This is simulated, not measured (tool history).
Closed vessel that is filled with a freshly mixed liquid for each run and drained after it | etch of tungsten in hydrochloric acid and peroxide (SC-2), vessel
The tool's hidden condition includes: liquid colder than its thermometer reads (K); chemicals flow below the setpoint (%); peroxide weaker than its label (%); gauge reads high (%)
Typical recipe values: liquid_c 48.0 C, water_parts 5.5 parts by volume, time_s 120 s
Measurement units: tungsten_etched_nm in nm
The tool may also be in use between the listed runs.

| run | hour | liquid_c | water_parts | time_s | wafers since the last listed run | hours since the thermometer was replaced | hours since the chemicals flow meter was replaced | hours since the drum of peroxide was connected | hours since the gauge calibration | read-back film thickness of the tungsten reference wafer, read on the same gauge (nm) | tungsten_etched_nm |
|---|---|---|---|---|---|---|---|---|---|---|---|
| 1 | 0.0 | 48.0 | 5.5 | 120 | 0 | 780.5 | 1377.0 | 373.3 | 513.7 | 150.01 | 27.87 |
|  | 15.2 | new drum of peroxide connected |
| 2 | 36.8 | 48.0 | 5.5 | 120 | 2268 | 817.3 | 1413.8 | 21.6 | 550.5 | 149.97 | 28.18 |
| 3 | 125.4 | 48.0 | 5.5 | 120 | 5613 | 905.9 | 1502.4 | 110.2 | 639.1 | 150.00 | 28.17 |
| 4 | 195.2 | 48.0 | 5.5 | 120 | 4422 | 975.7 | 1572.2 | 180.0 | 708.9 | 150.01 | 28.06 |
| 5 | 286.3 | 48.0 | 5.5 | 120 | 5771 | 1066.8 | 1663.3 | 271.1 | 800.0 | 150.01 | 27.54 |
| 6 | 339.6 | 48.0 | 5.5 | 120 | 3376 | 1120.1 | 1716.6 | 324.4 | 853.3 | 149.98 | 27.27 |
|  | 349.6 | gauge calibrated |
| 7 | 445.3 | 48.0 | 5.5 | 120 | 6696 | 1225.8 | 1822.3 | 430.1 | 95.7 | 150.01 | 27.18 |
|  | 449.5 | thermometer replaced |
|  | 476.1 | chemicals flow meter replaced |
|  | 478.2 | new drum of peroxide connected |
| 8 | 522.5 | 48.0 | 5.5 | 120 | 4700 | 73.0 | 46.4 | 44.3 | 172.9 | 150.00 | 29.90 |
| 9 | 591.6 | 48.0 | 5.5 | 120 | 4377 | 142.1 | 115.5 | 113.4 | 242.0 | 150.00 | 29.88 |
| 10 | 637.5 | 44.0 | 7.5 | 140 | 2907 | 188.0 | 161.4 | 159.3 | 287.9 | 149.99 | 20.85 |
| 11 | 704.5 | 48.0 | 5.5 | 120 | 4244 | 255.0 | 228.4 | 226.3 | 354.9 | 149.99 | 29.29 |
| 12 | 753.2 | 53.5 | 6.5 | 120 | 3085 | 303.7 | 277.1 | 275.0 | 403.6 | 149.99 | 37.20 |
| 13 | 791.7 | 48.0 | 8.0 | 120 | 2439 | 342.2 | 315.6 | 313.5 | 442.1 | 150.01 | 21.79 |
| 14 | 850.6 | 38.5 | 5.5 | 75 | 3731 | 401.1 | 374.5 | 372.4 | 501.0 | 150.00 | 9.41 |
| 15 | 911.2 | 41.5 | 5.5 | 120 | 3839 | 461.7 | 435.1 | 433.0 | 561.6 | 149.98 | 18.49 |

Here are 3 independent what-if runs from the current tool condition. What would each one return?
| A | 911.9 | 48.0 | 5.5 | 120 | 44 | 462.4 | 435.8 | 433.7 | 562.3 | ? | ? |
| B | 911.9 | 48.0 | 4.0 | 65 | 44 | 462.4 | 435.8 | 433.7 | 562.3 | ? | ? |
| C | 911.9 | 43.0 | 4.5 | 190 | 44 | 462.4 | 435.8 | 433.7 | 562.3 | ? | ? |

| run | read-back film thickness of the tungsten reference wafer, read on the same gauge (nm) | tungsten_etched_nm |
|---|---|---|
| A | 149.99 | 28.68 |
| B | 149.99 | 19.48 |
| C | 149.99 | 37.26 |
Had the tool no hidden state, the same runs would have come out as:
| run | tungsten_etched_nm |
|---|---|
| A | 30.23 |
| B | 20.47 |
| C | 39.20 |
